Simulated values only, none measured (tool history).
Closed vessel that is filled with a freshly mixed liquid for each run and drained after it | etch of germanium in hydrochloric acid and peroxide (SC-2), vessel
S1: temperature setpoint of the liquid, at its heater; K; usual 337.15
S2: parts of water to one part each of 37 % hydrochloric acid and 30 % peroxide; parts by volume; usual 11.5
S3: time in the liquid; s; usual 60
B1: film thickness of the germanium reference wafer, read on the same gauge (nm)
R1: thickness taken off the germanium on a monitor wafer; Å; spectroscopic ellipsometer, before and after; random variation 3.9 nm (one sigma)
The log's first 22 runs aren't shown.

Run 23, day 78.454: usual settings but S1 332.15 K, S2 15.0 parts by volume, S3 90 s; B1 64.17. Result: R1 4744.7 Å.
Run 24, day 81.762: usual settings but S2 13.5 parts by volume; B1 64.11. Result: R1 3658.8 Å.
Run 25, day 84.662: usual settings but S3 45 s; B1 64.01. Result: R1 2839.5 Å.
Run 26, day 86.758: usual settings; B1 64.00. Result: R1 3726.0 Å.
At day 87.988: gauge calibrated.
At day 89.192: thermometer replaced.
Run 27, day 91.071: usual settings; B1 69.96. Result: R1 4106.2 Å.
Run 28, day 95.392: usual settings but S1 341.65 K, S3 30 s; B1 69.20. Result: R1 2311.9 Å.
Run 29, day 97.375: usual settings; B1 68.91. Result: R1 4019.5 Å.
Run 30, day 99.012: usual settings; B1 68.69. Result: R1 3983.8 Å.
Run 31, day 101.696: usual settings but S2 14.0 parts by volume, S3 70 s; B1 68.29. Result: R1 4593.0 Å.

Forecast each of these 3 alternatives for the next run:
Run A, day 101.725: usual settings but S3 40 s; B1 ?. Result: R1 ?.
Run B, day 101.725: usual settings but S1 341.15 K, S3 75 s; B1 ?. Result: R1 ?.
Run C, day 101.725: usual settings but S1 332.65 K, S2 9.0 parts by volume, S3 85 s; B1 ?. Result: R1 ?.

run     B1      R1
  A  68.30  2699.4
  B  68.30  5661.7
  C  68.30  5176.3
Without the tool's hidden state the same runs would have given:
run      R1
  A  2765.7
  B  5800.8
  C  5303.4
